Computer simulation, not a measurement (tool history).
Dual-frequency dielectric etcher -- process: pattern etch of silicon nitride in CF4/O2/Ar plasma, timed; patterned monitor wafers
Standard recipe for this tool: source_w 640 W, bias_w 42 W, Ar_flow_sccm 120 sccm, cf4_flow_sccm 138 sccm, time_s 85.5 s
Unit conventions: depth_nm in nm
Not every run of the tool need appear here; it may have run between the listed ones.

run     day  source_w  bias_w  Ar_flow_sccm  cf4_flow_sccm  time_s  wafers since the last listed run  hours since the last wet clean  hours since the last source power generator calibration  hours since the last bias power generator calibration  hours since the last Ar flow controller change  hours since the last CF4 flow controller change  hours since the last upper electrode change  hours since the gauge calibration  read-back reference wafer on the same gauge, depth_nm  depth_nm
  1   0.000       640      42           120            138    85.5                                 0                           379.6                                                   1459.7                                                 2956.9                                          3387.0                                              4.0                                       3555.7                              163.6                                                  193.1     213.1
  2   0.317       640      42           120            138    76.5                                99                           387.2                                                   1467.3                                                 2964.5                                          3394.6                                             11.6                                       3563.3                              171.2                                                  193.0     191.2
      0.975  -- bias power generator calibrated
  3   0.996       640      42           120            138    85.5                               160                           403.5                                                   1483.6                                                    0.5                                          3410.9                                             27.9                                       3579.6                              187.5                                                  193.1     213.3
  4   1.533       640      42           120            138    85.5                               168                           416.4                                                   1496.5                                                   13.4                                          3423.8                                             40.8                                       3592.5                              200.4                                                  192.9     209.9
  5   2.092       640      42           120            138    85.5                               175                           429.8                                                   1509.9                                                   26.8                                          3437.2                                             54.2                                       3605.9                              213.8                                                  192.9     211.0
  6   2.658       640      42           120            138    85.5                               177                           443.4                                                   1523.5                                                   40.4                                          3450.8                                             67.8                                       3619.5                              227.4                                                  192.8     210.2
  7   3.025       640      42           120            164    85.5                               115                           452.2                                                   1532.3                                                   49.2                                          3459.6                                             76.6                                       3628.3                              236.2                                                  192.9     216.7
  8   3.492       700      42           120            114    85.5                               146                           463.4                                                   1543.5                                                   60.4                                          3470.8                                             87.8                                       3639.5                              247.4                                                  192.8     222.7
      4.071  -- Ar flow controller replaced
  9   4.092       640      42           120            165    96.0                               109                           477.8                                                   1557.9                                                   74.8                                             0.5                                            102.2                                       3653.9                              261.8                                                  192.9     242.2
      4.254  -- gauge calibrated
      5.667  -- wet clean of the chamber
      6.312  -- upper electrode replaced
 10   6.333       640      42           120            125   104.0                               186                            16.0                                                   1611.7                                                  128.6                                            54.3                                            156.0                                          0.5                               49.9                                                  193.1     266.3
 11   6.350       540      33            99            138    93.5                                 5                            16.4                                                   1612.1                                                  129.0                                            54.7                                            156.4                                          0.9                               50.3                                                  193.0     195.0
 12   6.362       700      32            99            138   108.5                                 3                            16.7                                                   1612.4                                                  129.3                                            55.0                                            156.7                                          1.2                               50.6                                                  193.0     291.4
 13   6.525       740      50            96            138    61.0                                50                            20.6                                                   1616.3                                                  133.2                                            58.9                                            160.6                                          5.1                               54.5                                                  193.1     203.9
 14   6.808       700      49           120            163   104.0                                88                            27.4                                                   1623.1                                                  140.0                                            65.7                                            167.4                                         11.9                               61.3                                                  193.0     318.1
      7.038  -- source power generator calibrated
 15   7.383       640      42            98            171    68.5                               128                            41.2                                                      8.3                                                  153.8                                            79.5                                            181.2                                         25.7                               75.1                                                  193.1     188.2
 16   7.708       640      42           120            138    85.5                               101                            49.0                                                     16.1                                                  161.6                                            87.3                                            189.0                                         33.5                               82.9                                                  193.0     221.2
 17   8.546       640      42           120            138    85.5                               262                            69.1                                                     36.2                                                  181.7                                           107.4                                            209.1                                         53.6                              103.0                                                  193.1     220.7
 18   9.162       690      42           120            122   103.0                               193                            83.9                                                     51.0                                                  196.5                                           122.2                                            223.9                                         68.4                              117.8                                                  193.0     280.8
 19   9.775       640      42           120            147    85.5                               192                            98.6                                                     65.7                                                  211.2                                           136.9                                            238.6                                         83.1                              132.5                                                  192.8     224.0
 20  10.404       720      49           120            138    74.0                               197                           113.7                                                     80.8                                                  226.3                                           152.0                                            253.7                                         98.2                              147.6                                                  192.8     225.7
 21  11.121       570      42           111            156    85.5                               224                           130.9                                                     98.0                                                  243.5                                           169.2                                            270.9                                        115.4                              164.8                                                  192.9     201.2
 22  11.421       600      34           120            138    72.5                                94                           138.1                                                    105.2                                                  250.7                                           176.4                                            278.1                                        122.6                              172.0                                                  193.0     159.5

Here are 3 independent what-if runs from the current tool condition. What would each one return?
  A  11.438       640      35           120            138    85.5                                 5                           138.5                                                    105.6                                                  251.1                                           176.8                                            278.5                                        123.0                              172.4                                                      ?         ?
  B  11.438       640      42           120            115    85.5                                 5                           138.5                                                    105.6                                                  251.1                                           176.8                                            278.5                                        123.0                              172.4                                                      ?         ?
  C  11.438       640      51           120            138    85.5                                 5                           138.5                                                    105.6                                                  251.1                                           176.8                                            278.5                                        123.0                              172.4                                                      ?         ?

run  read-back reference wafer on the same gauge, depth_nm  depth_nm
  A                                                  193.1     204.7
  B                                                  193.1     213.9
  C                                                  193.1     237.4
Without the tool's hidden state the same runs would have given:
run  depth_nm
  A     206.1
  B     215.3
  C     239.0

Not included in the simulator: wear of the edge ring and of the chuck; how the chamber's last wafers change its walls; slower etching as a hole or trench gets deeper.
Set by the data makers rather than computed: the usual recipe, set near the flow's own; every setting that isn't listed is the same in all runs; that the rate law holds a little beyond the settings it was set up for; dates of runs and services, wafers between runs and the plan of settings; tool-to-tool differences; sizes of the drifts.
